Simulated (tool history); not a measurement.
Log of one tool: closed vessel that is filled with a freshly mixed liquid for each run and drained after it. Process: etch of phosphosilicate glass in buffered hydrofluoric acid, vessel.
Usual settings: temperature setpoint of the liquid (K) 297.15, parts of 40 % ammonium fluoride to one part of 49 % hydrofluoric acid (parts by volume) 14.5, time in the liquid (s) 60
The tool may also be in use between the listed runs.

| run | hour | temperature setpoint of the liquid (K) | parts of 40 % ammonium fluoride to one part of 49 % hydrofluoric acid (parts by volume) | time in the liquid (s) | read-back film thickness of the phosphosilicate glass reference wafer, read on the same gauge (nm) | thickness taken off the phosphosilicate glass on a monitor wafer (angstrom) |
|---|---|---|---|---|---|---|
| 1 | 0 | 297.15 | 14.5 | 60 | 140 | 1194.8 |
| 2 | 10.6 | 297.15 | 14.5 | 60 | 140 | 1203.2 |
| 3 | 24.3 | 297.15 | 14.5 | 75 | 140.03 | 1502.6 |
| 4 | 36.8 | 297.15 | 14.5 | 75 | 140.02 | 1490.4 |
| 5 | 52.9 | 297.15 | 14.5 | 75 | 140.02 | 1491.5 |
| 6 | 66.9 | 297.15 | 17.5 | 60 | 139.98 | 995.5 |
| 7 | 77.3 | 297.15 | 17.5 | 60 | 140 | 994.6 |
| 8 | 91 | 297.15 | 14.5 | 60 | 139.99 | 1187.5 |
| 9 | 105 | 299.15 | 14.5 | 60 | 140.02 | 1334.5 |
| 10 | 113.7 | 299.15 | 14.5 | 60 | 140.02 | 1333.4 |
| 11 | 125.2 | 299.15 | 14.5 | 60 | 140.02 | 1331.2 |
| 12 | 135.3 | 298.15 | 14.5 | 60 | 139.99 | 1250.9 |
| 13 | 143.2 | 297.15 | 14.5 | 60 | 139.99 | 1187.3 |
| 14 | 151.6 | 300.65 | 17.5 | 45 | 139.99 | 891.6 |
|  | 156.4 | hydrofluoric acid flow meter replaced |
| 15 | 167.3 | 297.15 | 14.5 | 60 | 139.98 | 1190.5 |
| 16 | 184.9 | 298.15 | 14.5 | 60 | 139.97 | 1254.6 |
| 17 | 195.3 | 295.65 | 14.5 | 50 | 140 | 907.3 |
| 18 | 202.2 | 297.15 | 14.5 | 60 | 140.02 | 1174.6 |
| 19 | 211.4 | 301.15 | 16.5 | 45 | 139.99 | 976 |
| 20 | 219.2 | 297.15 | 14.5 | 45 | 140.02 | 883.6 |
|  | 225.8 | thermometer replaced |
|  | 246.9 | gauge calibrated |
| 21 | 270.6 | 300.15 | 14.5 | 50 | 139.99 | 1303.5 |
| 22 | 279 | 295.65 | 14.5 | 60 | 140.02 | 1226.5 |
| 23 | 286.4 | 297.15 | 14.5 | 60 | 139.98 | 1322.2 |
| 24 | 300.6 | 293.65 | 14.5 | 45 | 140.03 | 816.1 |
| 25 | 314.5 | 297.15 | 12.5 | 90 | 140.01 | 2282.5 |

3 ways to go on from here, each from the tool as it stands after run 25. What would each give?
| A | 315.2 | 297.15 | 14.5 | 60 | ? | ? |
| B | 315.2 | 298.65 | 14.5 | 75 | ? | ? |
| C | 315.2 | 295.15 | 14.5 | 60 | ? | ? |

| run | read-back film thickness of the phosphosilicate glass reference wafer, read on the same gauge (nm) | thickness taken off the phosphosilicate glass on a monitor wafer (angstrom) |
|---|---|---|
| A | 140 | 1315.5 |
| B | 140 | 1784.5 |
| C | 140 | 1178.2 |
Without the tool's hidden state the same runs would have given:
| run | thickness taken off the phosphosilicate glass on a monitor wafer (angstrom) |
|---|---|
| A | 1345.4 |
| B | 1824.5 |
| C | 1205.3 |

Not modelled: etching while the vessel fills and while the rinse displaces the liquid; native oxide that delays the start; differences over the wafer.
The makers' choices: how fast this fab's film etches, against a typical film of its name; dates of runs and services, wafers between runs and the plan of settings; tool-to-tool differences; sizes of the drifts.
